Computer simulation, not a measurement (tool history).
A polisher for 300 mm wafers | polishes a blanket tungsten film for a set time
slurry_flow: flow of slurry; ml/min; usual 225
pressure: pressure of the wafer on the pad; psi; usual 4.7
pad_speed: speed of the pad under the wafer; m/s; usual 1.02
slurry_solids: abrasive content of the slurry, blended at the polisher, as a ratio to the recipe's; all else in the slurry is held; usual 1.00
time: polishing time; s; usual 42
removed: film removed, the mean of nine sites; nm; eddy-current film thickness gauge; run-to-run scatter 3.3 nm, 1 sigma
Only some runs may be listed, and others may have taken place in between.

run	hour	slurry_flow	pressure	pad_speed	slurry_solids	time	wafers since the last listed run	wafers polished on this pad	hours since the slurry nozzle was cleaned	hours since the head pressure was calibrated	hours since the slurry blender was calibrated	hours since the slurry got fresh peroxide	incoming thickness of the incoming film, nm	removed
1	0.0	225	4.7	1.24	1.00	42	0	693	45.6	1270.8	15.9	31.8	1480.4	293.8
2	13.6	225	4.7	1.30	1.00	42	157	851	59.2	1284.4	29.5	45.4	1506.8	310.7
3	27.7	225	4.7	1.30	1.00	42	163	1014	73.3	1298.5	43.6	59.5	1460.0	310.2
4	38.5	185	4.7	1.02	0.75	42	125	1139	84.1	1309.3	54.4	70.3	1462.4	231.0
# hour 50.2: worn pad replaced by a new one, of another model than before
5	50.7	225	3.7	1.02	0.70	42	94	6	96.3	1321.5	66.6	82.5	1506.4	224.6
6	59.8	225	4.7	1.18	1.00	42	105	111	105.4	1330.6	75.7	91.6	1487.1	293.1
7	67.2	225	4.7	1.02	1.00	42	85	197	112.8	1338.0	83.1	99.0	1465.0	262.5
8	74.5	225	4.7	0.68	0.90	42	84	281	120.1	1345.3	90.4	106.3	1479.3	192.5
9	84.6	225	5.9	0.86	1.00	47	116	398	130.2	1355.4	100.5	116.4	1471.7	286.2
# hour 95.9: slurry tank refilled with fresh slurry and peroxide
10	100.3	180	3.6	1.02	1.00	42	170	568	145.9	1371.1	116.2	4.4	1472.4	232.6
11	116.0	225	4.7	0.76	1.00	42	181	750	161.6	1386.8	131.9	20.1	1494.4	211.3
12	127.0	225	4.7	1.30	1.00	42	127	877	172.6	1397.8	142.9	31.1	1473.7	313.4
13	143.3	280	4.7	1.02	1.10	42	188	1066	188.9	1414.1	159.2	47.4	1494.9	266.6
# hour 167.7: worn pad replaced by a new one
14	178.9	275	6.1	1.02	0.80	49	365	129	224.5	1449.7	194.8	83.0	1466.0	340.0
15	185.1	225	4.3	1.02	1.00	34	71	201	230.7	1455.9	201.0	89.2	1499.5	197.3
# hour 190.8: head pressure recalibrated
# hour 192.0: slurry tank refilled with fresh slurry and peroxide
16	195.1	200	5.7	0.68	1.00	42	81	282	240.7	4.3	211.0	3.1	1488.9	226.3
17	208.0	225	6.1	0.80	1.00	42	149	431	253.6	17.2	223.9	16.0	1495.2	273.2
18	223.2	225	4.1	1.02	1.00	50	175	607	268.8	32.4	239.1	31.2	1495.1	310.6
# hour 236.5: slurry nozzle cleaned
19	237.8	225	4.7	1.02	1.00	42	157	765	1.3	47.0	253.7	45.8	1450.5	278.7
20	250.6	225	4.7	1.02	1.00	42	148	913	14.1	59.8	266.5	58.6	1476.7	275.7
21	261.5	225	4.7	1.02	0.80	42	126	1039	25.0	70.7	277.4	69.5	1495.0	269.8
22	277.3	225	4.7	1.02	1.00	31	182	1222	40.8	86.5	293.2	85.3	1506.6	204.5
# hour 282.1: worn pad replaced by a new one
# hour 288.5: slurry blender recalibrated
23	289.0	225	4.7	1.02	1.00	42	65	56	52.5	98.2	0.5	97.0	1465.3	284.2
# hour 297.5: slurry tank refilled with fresh slurry and peroxide
24	303.6	225	4.7	0.84	1.00	49	157	213	67.1	112.8	15.1	6.1	1480.3	282.6
25	311.1	225	3.7	1.32	1.00	42	86	300	74.6	120.3	22.6	13.6	1483.0	306.0

Alternative continuations, all from the tool just after run 25; predict every row:
A	311.5	225	4.7	1.02	1.00	42	4	305	75.0	120.7	23.0	14.0	1487.4	?
B	311.5	295	4.7	1.02	1.00	42	4	305	75.0	120.7	23.0	14.0	1487.4	?
C	311.5	225	4.7	0.74	1.00	49	4	305	75.0	120.7	23.0	14.0	1487.4	?
D	311.5	145	3.3	0.86	1.00	53	4	305	75.0	120.7	23.0	14.0	1487.4	?
E	311.5	190	4.7	1.30	1.30	42	4	305	75.0	120.7	23.0	14.0	1487.4	?

run	removed
A	273.7
B	276.9
C	251.5
D	253.8
E	341.0
Had the tool no hidden state, the same runs would have come out as:
run	removed
A	276.3
B	279.6
C	253.9
D	256.2
E	344.3
